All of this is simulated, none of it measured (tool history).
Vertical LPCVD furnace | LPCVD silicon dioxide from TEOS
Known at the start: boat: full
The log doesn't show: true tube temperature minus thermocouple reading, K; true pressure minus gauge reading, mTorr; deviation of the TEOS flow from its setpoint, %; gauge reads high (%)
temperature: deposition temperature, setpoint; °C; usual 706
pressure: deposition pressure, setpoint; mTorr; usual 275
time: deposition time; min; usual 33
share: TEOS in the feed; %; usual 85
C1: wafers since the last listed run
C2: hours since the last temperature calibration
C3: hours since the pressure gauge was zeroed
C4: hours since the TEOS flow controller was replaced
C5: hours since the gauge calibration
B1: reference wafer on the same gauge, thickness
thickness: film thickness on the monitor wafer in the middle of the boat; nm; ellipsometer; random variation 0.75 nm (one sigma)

Run 1, hour 0: usual settings but pressure 245 mTorr; C1 0; C2 913.1; C3 1733.2; C4 4752; C5 668.2; B1 242.97. Result: thickness 282.93 nm.
Run 2, hour 52.9: usual settings; C1 547; C2 966; C3 1786.1; C4 4804.9; C5 721.1; B1 243.07. Result: thickness 299.34 nm.
Run 3, hour 141.2: usual settings; C1 913; C2 1054.3; C3 1874.4; C4 4893.2; C5 809.4; B1 242.99. Result: thickness 300.75 nm.
Run 4, hour 212.7: usual settings but time 26.5 min; C1 739; C2 1125.8; C3 1945.9; C4 4964.7; C5 880.9; B1 243.09. Result: thickness 242.46 nm.
Run 5, hour 293: usual settings but time 26.5 min; C1 830; C2 1206.1; C3 2026.2; C4 5045; C5 961.2; B1 243.02. Result: thickness 240.22 nm.
Run 6, hour 370.1: usual settings; C1 797; C2 1283.2; C3 2103.3; C4 5122.1; C5 1038.3; B1 243.13. Result: thickness 301.97 nm.
Run 7, hour 460.8: usual settings but pressure 325 mTorr; C1 938; C2 1373.9; C3 2194; C4 5212.8; C5 1129; B1 242.94. Result: thickness 327.54 nm.
Run 8, hour 517.2: usual settings but pressure 325 mTorr; C1 583; C2 1430.3; C3 2250.4; C4 5269.2; C5 1185.4; B1 242.95. Result: thickness 327.19 nm.
Run 9, hour 603.8: usual settings but pressure 325 mTorr; C1 895; C2 1516.9; C3 2337; C4 5355.8; C5 1272; B1 242.98. Result: thickness 328.57 nm.
At hour 689.9: pressure gauge zeroed.
Run 10, hour 690.4: usual settings; C1 647; C2 1603.5; C3 0.5; C4 5442.4; C5 1358.6; B1 242.96. Result: thickness 302.1 nm.
Run 11, hour 769.8: usual settings; C1 821; C2 1682.9; C3 79.9; C4 5521.8; C5 1438; B1 242.89. Result: thickness 301.2 nm.
Run 12, hour 856: usual settings; C1 891; C2 1769.1; C3 166.1; C4 5608; C5 1524.2; B1 242.87. Result: thickness 301.32 nm.
Run 13, hour 935.6: usual settings; C1 823; C2 1848.7; C3 245.7; C4 5687.6; C5 1603.8; B1 243.08. Result: thickness 303.88 nm.
At hour 959.8: TEOS flow controller replaced.
At hour 1006.2: gauge calibrated.
Run 14, hour 1008.5: usual settings but temperature 712 °C, pressure 315 mTorr; C1 505; C2 1921.6; C3 318.6; C4 48.7; C5 2.3; B1 243.06. Result: thickness 369.6 nm.
Run 15, hour 1050.8: usual settings but time 42 min; C1 437; C2 1963.9; C3 360.9; C4 91; C5 44.6; B1 242.92. Result: thickness 384.8 nm.
At hour 1083.5: thermocouples replaced and temperature profile calibrated.
Run 16, hour 1100.1: usual settings but temperature 695 °C; C1 261; C2 16.6; C3 410.2; C4 140.3; C5 93.9; B1 242.89. Result: thickness 239.65 nm.
Run 17, hour 1168.5: usual settings but temperature 718 °C, pressure 300 mTorr, time 24 min, share 78 %; C1 707; C2 85; C3 478.6; C4 208.7; C5 162.3; B1 243.02. Result: thickness 296.18 nm.
Run 18, hour 1219.8: usual settings; C1 530; C2 136.3; C3 529.9; C4 260; C5 213.6; B1 242.92. Result: thickness 311.35 nm.
Run 19, hour 1299.3: usual settings but temperature 701 °C, pressure 225 mTorr, share 96 %; C1 822; C2 215.8; C3 609.4; C4 339.5; C5 293.1; B1 243.06. Result: thickness 268.22 nm.
At hour 1327.3: thermocouples replaced and temperature profile calibrated, repeated, since the last time left the tool worse.
Run 20, hour 1385.6: usual settings but temperature 714 °C; C1 644; C2 58.3; C3 695.7; C4 425.8; C5 379.4; B1 242.9. Result: thickness 350.99 nm.
Run 21, hour 1464.7: usual settings; C1 818; C2 137.4; C3 774.8; C4 504.9; C5 458.5; B1 243.07. Result: thickness 294.3 nm.
Run 22, hour 1540.2: usual settings but temperature 713 °C, pressure 245 mTorr, share 97 %; C1 781; C2 212.9; C3 850.3; C4 580.4; C5 534; B1 243.08. Result: thickness 347.48 nm.
Run 23, hour 1610.3: usual settings but time 23.5 min; C1 725; C2 283; C3 920.4; C4 650.5; C5 604.1; B1 243.06. Result: thickness 211.3 nm.
Run 24, hour 1697.2: usual settings but pressure 210 mTorr; C1 899; C2 369.9; C3 1007.3; C4 737.4; C5 691; B1 242.85. Result: thickness 258.76 nm.
Run 25, hour 1741.9: usual settings but pressure 235 mTorr, share 95 %; C1 462; C2 414.6; C3 1052; C4 782.1; C5 735.7; B1 242.94. Result: thickness 290.49 nm.
Run 26, hour 1789.1: usual settings but temperature 697 °C, pressure 325 mTorr, share 90 %; C1 488; C2 461.8; C3 1099.2; C4 829.3; C5 782.9; B1 243.05. Result: thickness 270.04 nm.

Forecast each of these 4 alternatives for the next run:
Run A, hour 1793.7: usual settings; C1 47; C2 466.4; C3 1103.8; C4 833.9; C5 787.5; B1 ?. Result: thickness ?.
Run B, hour 1793.7: usual settings but share 94 %; C1 47; C2 466.4; C3 1103.8; C4 833.9; C5 787.5; B1 ?. Result: thickness ?.
Run C, hour 1793.7: usual settings but pressure 215 mTorr; C1 47; C2 466.4; C3 1103.8; C4 833.9; C5 787.5; B1 ?. Result: thickness ?.
Run D, hour 1793.7: usual settings but share 97 %; C1 47; C2 466.4; C3 1103.8; C4 833.9; C5 787.5; B1 ?. Result: thickness ?.

run      B1  thickness
  A  242.98     296.62
  B  242.98     311.93
  C  242.98     262.27
  D  242.98     316.87
Without the tool's hidden state the same runs would have given:
run  thickness
  A     291.48
  B     306.52
  C     257.72
  D     311.37
